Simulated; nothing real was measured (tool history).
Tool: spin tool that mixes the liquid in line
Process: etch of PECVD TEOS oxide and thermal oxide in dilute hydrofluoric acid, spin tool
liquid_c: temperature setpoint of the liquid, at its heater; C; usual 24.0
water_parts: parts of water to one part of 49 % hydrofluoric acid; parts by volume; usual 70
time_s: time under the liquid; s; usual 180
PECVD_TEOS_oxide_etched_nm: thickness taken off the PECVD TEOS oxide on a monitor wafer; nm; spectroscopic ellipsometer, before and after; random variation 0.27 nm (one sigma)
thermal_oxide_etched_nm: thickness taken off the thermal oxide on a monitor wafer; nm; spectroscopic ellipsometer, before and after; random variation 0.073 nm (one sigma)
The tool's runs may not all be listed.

run    hour  liquid_c  water_parts  time_s  wafers since the last listed run  hours since the thermometer was replaced  hours since the hydrofluoric acid flow meter was replaced  hours since the gauge calibration  read-back film thickness of the PECVD TEOS oxide reference wafer, read on the same gauge (nm)  read-back film thickness of the thermal oxide reference wafer, read on the same gauge (nm)  PECVD_TEOS_oxide_etched_nm  thermal_oxide_etched_nm
  1     0.0      24.0           70     180                                 0                                     394.8                                                      484.3                              317.4                                                                                         140.00                                                                                       30.01                       31.53                    13.96
  2    34.5      24.0           70     180                               258                                     429.3                                                      518.8                              351.9                                                                                         139.99                                                                                       29.99                       31.77                    14.09
  3   101.9      24.0           70     180                               504                                     496.7                                                      586.2                              419.3                                                                                         140.02                                                                                       29.99                       32.12                    14.35
  4   167.6      24.0           85     100                               491                                     562.4                                                      651.9                              485.0                                                                                         140.00                                                                                       30.00                       14.59                     6.47
  5   193.8      24.0           85     100                               196                                     588.6                                                      678.1                              511.2                                                                                         140.00                                                                                       30.01                       14.59                     6.52
      229.0  -- thermometer replaced
  6   260.7      25.0           90     180                               493                                      31.7                                                      745.0                              578.1                                                                                         140.02                                                                                       30.01                       23.54                    10.55
  7   321.9      25.0           90     180                               458                                      92.9                                                      806.2                              639.3                                                                                         140.03                                                                                       30.02                       23.98                    10.67
  8   361.7      24.0           70     180                               298                                     132.7                                                      846.0                              679.1                                                                                         140.01                                                                                       29.97                       31.06                    13.74
      394.0  -- hydrofluoric acid flow meter replaced
  9   412.4      24.0           70     180                               372                                     183.4                                                       18.4                              729.8                                                                                         140.02                                                                                       30.00                       30.64                    13.74
 10   448.9      24.0           70     180                               273                                     219.9                                                       54.9                              766.3                                                                                         140.01                                                                                       30.01                       31.01                    13.87
      478.2  -- gauge calibrated
 11   509.4      20.5           70     180                               453                                     280.4                                                      115.4                               31.2                                                                                         140.02                                                                                       29.99                       26.85                    12.13
 12   547.8      24.0           50     180                               287                                     318.8                                                      153.8                               69.6                                                                                         139.97                                                                                       30.00                       45.00                    20.48
 13   611.8      24.0           70     180                               479                                     382.8                                                      217.8                              133.6                                                                                         139.96                                                                                       30.02                       31.66                    14.17
 14   656.8      24.0           70     180                               336                                     427.8                                                      262.8                              178.6                                                                                         140.01                                                                                       30.00                       32.65                    14.35
 15   685.0      24.0           70     180                               211                                     456.0                                                      291.0                              206.8                                                                                         140.00                                                                                       29.98                       32.32                    14.49
      708.1  -- thermometer replaced
 16   712.8      21.5           55     135                               200                                       4.7                                                      318.8                              234.6                                                                                         140.00                                                                                       30.00                       25.95                    11.54
 17   743.4      22.0           80     225                               229                                      35.3                                                      349.4                              265.2                                                                                         140.01                                                                                       29.99                       29.98                    13.23
 18   799.4      24.0           35     180                               419                                      91.3                                                      405.4                              321.2                                                                                         140.01                                                                                       30.00                       62.70                    28.01
 19   906.8      24.0           70     180                               804                                     198.7                                                      512.8                              428.6                                                                                         140.00                                                                                       30.00                       30.95                    13.72
 20   947.1      20.0          100     240                               301                                     239.0                                                      553.1                              468.9                                                                                         140.01                                                                                       30.00                       23.78                    10.46
 21   989.7      24.0           50     130                               318                                     281.6                                                      595.7                              511.5                                                                                         139.97                                                                                       30.01                       31.91                    14.36
 22  1017.6      24.0          100     180                               208                                     309.5                                                      623.6                              539.4                                                                                         140.00                                                                                       29.98                       21.10                     9.32
 23  1042.9      24.0          100      95                               189                                     334.8                                                      648.9                              564.7                                                                                         140.03                                                                                       30.02                       11.08                     4.92
 24  1095.3      24.0           70     180                               392                                     387.2                                                      701.3                              617.1                                                                                         139.98                                                                                       29.98                       31.55                    13.98

Hidden state at the last listed run before each entry between runs and at the first one after, where it differs:
Between runs 5 and 6: thermometer replaced (hour 229.0)
  liquid hotter than its thermometer reads (K): 2.49 -> 0.467
  measured less the result without the state, PECVD_TEOS_oxide_etched_nm: +1.37 -> +0.44 nm; thermal_oxide_etched_nm: +0.61 -> +0.20 nm
Between runs 8 and 9: hydrofluoric acid flow meter replaced (hour 394.0)
  liquid hotter than its thermometer reads (K): 0.878 -> 1.09
  measured less the result without the state, PECVD_TEOS_oxide_etched_nm: +1.09 -> +1.32 nm; thermal_oxide_etched_nm: +0.48 -> +0.59 nm
Between runs 10 and 11: gauge calibrated (hour 478.2)
  liquid hotter than its thermometer reads (K): 1.23 -> 1.48
  measured less the result without the state, PECVD_TEOS_oxide_etched_nm: +1.50 -> +1.59 nm; thermal_oxide_etched_nm: +0.68 -> +0.72 nm
Between runs 15 and 16: thermometer replaced (hour 708.1)
  liquid hotter than its thermometer reads (K): 2.2 -> 0.0403
  measured less the result without the state, PECVD_TEOS_oxide_etched_nm: +2.74 -> +0.05 nm; thermal_oxide_etched_nm: +1.23 -> +0.02 nm
